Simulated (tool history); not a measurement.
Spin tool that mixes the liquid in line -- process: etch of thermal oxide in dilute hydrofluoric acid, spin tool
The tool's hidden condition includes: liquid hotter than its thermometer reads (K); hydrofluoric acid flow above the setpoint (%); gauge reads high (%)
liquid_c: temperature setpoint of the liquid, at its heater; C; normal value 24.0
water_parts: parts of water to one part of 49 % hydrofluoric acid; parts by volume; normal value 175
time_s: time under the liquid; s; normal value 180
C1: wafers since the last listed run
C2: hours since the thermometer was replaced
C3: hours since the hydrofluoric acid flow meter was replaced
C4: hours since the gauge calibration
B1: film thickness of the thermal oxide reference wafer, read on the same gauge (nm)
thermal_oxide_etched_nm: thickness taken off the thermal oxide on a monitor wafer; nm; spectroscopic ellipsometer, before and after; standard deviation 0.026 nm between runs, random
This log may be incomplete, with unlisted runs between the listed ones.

{"run": 1, "hour": 0.0, "liquid_c": 24.0, "water_parts": 175, "time_s": 180, "C1": 0, "C2": 1192.5, "C3": 122.8, "C4": 235.3, "B1": 140.03, "thermal_oxide_etched_nm": 5.037}
{"run": 2, "hour": 66.5, "liquid_c": 24.0, "water_parts": 175, "time_s": 180, "C1": 473, "C2": 1259.0, "C3": 189.3, "C4": 301.8, "B1": 140.003, "thermal_oxide_etched_nm": 5.016}
{"run": 3, "hour": 101.4, "liquid_c": 24.0, "water_parts": 175, "time_s": 180, "C1": 248, "C2": 1293.9, "C3": 224.2, "C4": 336.7, "B1": 140.025, "thermal_oxide_etched_nm": 5.017}
{"run": 4, "hour": 142.3, "liquid_c": 24.0, "water_parts": 175, "time_s": 180, "C1": 291, "C2": 1334.8, "C3": 265.1, "C4": 377.6, "B1": 140.019, "thermal_oxide_etched_nm": 5.019}
{"run": 5, "hour": 178.9, "liquid_c": 24.0, "water_parts": 175, "time_s": 180, "C1": 260, "C2": 1371.4, "C3": 301.7, "C4": 414.2, "B1": 139.985, "thermal_oxide_etched_nm": 5.054}
{"run": 6, "hour": 220.9, "liquid_c": 24.0, "water_parts": 175, "time_s": 180, "C1": 299, "C2": 1413.4, "C3": 343.7, "C4": 456.2, "B1": 139.993, "thermal_oxide_etched_nm": 5.075}
{"run": 7, "hour": 247.9, "liquid_c": 24.0, "water_parts": 175, "time_s": 180, "C1": 192, "C2": 1440.4, "C3": 370.7, "C4": 483.2, "B1": 139.982, "thermal_oxide_etched_nm": 5.092}
{"run": 8, "hour": 275.9, "liquid_c": 24.0, "water_parts": 175, "time_s": 180, "C1": 199, "C2": 1468.4, "C3": 398.7, "C4": 511.2, "B1": 140.007, "thermal_oxide_etched_nm": 5.034}
{"run": 9, "hour": 308.5, "liquid_c": 24.0, "water_parts": 175, "time_s": 180, "C1": 232, "C2": 1501.0, "C3": 431.3, "C4": 543.8, "B1": 140.018, "thermal_oxide_etched_nm": 5.088}
{"hour": 323.3, "done": "hydrofluoric acid flow meter replaced"}
{"run": 10, "hour": 375.7, "liquid_c": 24.0, "water_parts": 175, "time_s": 180, "C1": 471, "C2": 1568.2, "C3": 52.4, "C4": 611.0, "B1": 140.004, "thermal_oxide_etched_nm": 5.087}
{"run": 11, "hour": 429.6, "liquid_c": 24.0, "water_parts": 175, "time_s": 180, "C1": 384, "C2": 1622.1, "C3": 106.3, "C4": 664.9, "B1": 139.981, "thermal_oxide_etched_nm": 5.059}
{"hour": 457.5, "done": "gauge calibrated"}
{"run": 12, "hour": 460.3, "liquid_c": 24.0, "water_parts": 205, "time_s": 180, "C1": 218, "C2": 1652.8, "C3": 137.0, "C4": 2.8, "B1": 140.016, "thermal_oxide_etched_nm": 4.175}
{"hour": 464.5, "done": "thermometer replaced"}
{"run": 13, "hour": 528.4, "liquid_c": 24.0, "water_parts": 175, "time_s": 180, "C1": 478, "C2": 63.9, "C3": 205.1, "C4": 70.9, "B1": 140.013, "thermal_oxide_etched_nm": 4.833}
{"run": 14, "hour": 579.5, "liquid_c": 24.0, "water_parts": 175, "time_s": 180, "C1": 364, "C2": 115.0, "C3": 256.2, "C4": 122.0, "B1": 139.995, "thermal_oxide_etched_nm": 4.82}
{"run": 15, "hour": 608.1, "liquid_c": 28.5, "water_parts": 205, "time_s": 80, "C1": 203, "C2": 143.6, "C3": 284.8, "C4": 150.6, "B1": 140.028, "thermal_oxide_etched_nm": 2.084}
{"run": 16, "hour": 640.9, "liquid_c": 24.0, "water_parts": 140, "time_s": 215, "C1": 233, "C2": 176.4, "C3": 317.6, "C4": 183.4, "B1": 139.98, "thermal_oxide_etched_nm": 7.483}
{"run": 17, "hour": 679.5, "liquid_c": 25.5, "water_parts": 220, "time_s": 150, "C1": 275, "C2": 215.0, "C3": 356.2, "C4": 222.0, "B1": 140.006, "thermal_oxide_etched_nm": 3.21}
{"run": 18, "hour": 714.6, "liquid_c": 24.0, "water_parts": 210, "time_s": 180, "C1": 250, "C2": 250.1, "C3": 391.3, "C4": 257.1, "B1": 140.02, "thermal_oxide_etched_nm": 3.866}
{"hour": 754.2, "done": "hydrofluoric acid flow meter replaced"}
{"run": 19, "hour": 780.3, "liquid_c": 21.5, "water_parts": 230, "time_s": 180, "C1": 461, "C2": 315.8, "C3": 26.1, "C4": 322.8, "B1": 139.98, "thermal_oxide_etched_nm": 3.165}
{"run": 20, "hour": 839.8, "liquid_c": 24.0, "water_parts": 175, "time_s": 235, "C1": 424, "C2": 375.3, "C3": 85.6, "C4": 382.3, "B1": 139.998, "thermal_oxide_etched_nm": 6.288}
{"run": 21, "hour": 909.0, "liquid_c": 24.0, "water_parts": 175, "time_s": 180, "C1": 493, "C2": 444.5, "C3": 154.8, "C4": 451.5, "B1": 140.013, "thermal_oxide_etched_nm": 4.821}
{"run": 22, "hour": 968.0, "liquid_c": 24.0, "water_parts": 175, "time_s": 120, "C1": 420, "C2": 503.5, "C3": 213.8, "C4": 510.5, "B1": 140.008, "thermal_oxide_etched_nm": 3.245}
{"run": 23, "hour": 1108.4, "liquid_c": 27.0, "water_parts": 230, "time_s": 105, "C1": 1000, "C2": 643.9, "C3": 354.2, "C4": 650.9, "B1": 139.998, "thermal_oxide_etched_nm": 2.278}

5 options for the next run, each taken on its own from the tool as it stands now. Forecast them:
{"run": "A", "hour": 1108.9, "liquid_c": 24.0, "water_parts": 130, "time_s": 180, "C1": 3, "C2": 644.4, "C3": 354.7, "C4": 651.4, "B1": "?", "thermal_oxide_etched_nm": "?"}
{"run": "B", "hour": 1108.9, "liquid_c": 22.5, "water_parts": 105, "time_s": 90, "C1": 3, "C2": 644.4, "C3": 354.7, "C4": 651.4, "B1": "?", "thermal_oxide_etched_nm": "?"}
{"run": "C", "hour": 1108.9, "liquid_c": 24.0, "water_parts": 110, "time_s": 115, "C1": 3, "C2": 644.4, "C3": 354.7, "C4": 651.4, "B1": "?", "thermal_oxide_etched_nm": "?"}
{"run": "D", "hour": 1108.9, "liquid_c": 24.0, "water_parts": 140, "time_s": 180, "C1": 3, "C2": 644.4, "C3": 354.7, "C4": 651.4, "B1": "?", "thermal_oxide_etched_nm": "?"}
{"run": "E", "hour": 1108.9, "liquid_c": 26.0, "water_parts": 205, "time_s": 85, "C1": 3, "C2": 644.4, "C3": 354.7, "C4": 651.4, "B1": "?", "thermal_oxide_etched_nm": "?"}

run=A B1=140.018 thermal_oxide_etched_nm=6.900
run=B B1=140.018 thermal_oxide_etched_nm=4.149
run=C B1=140.018 thermal_oxide_etched_nm=5.337
run=D B1=140.018 thermal_oxide_etched_nm=6.332
run=E B1=140.018 thermal_oxide_etched_nm=2.040
With no hidden state in the tool, these same runs would have given:
run=A thermal_oxide_etched_nm=6.747
run=B thermal_oxide_etched_nm=4.054
run=C thermal_oxide_etched_nm=5.217
run=D thermal_oxide_etched_nm=6.192
run=E thermal_oxide_etched_nm=1.998
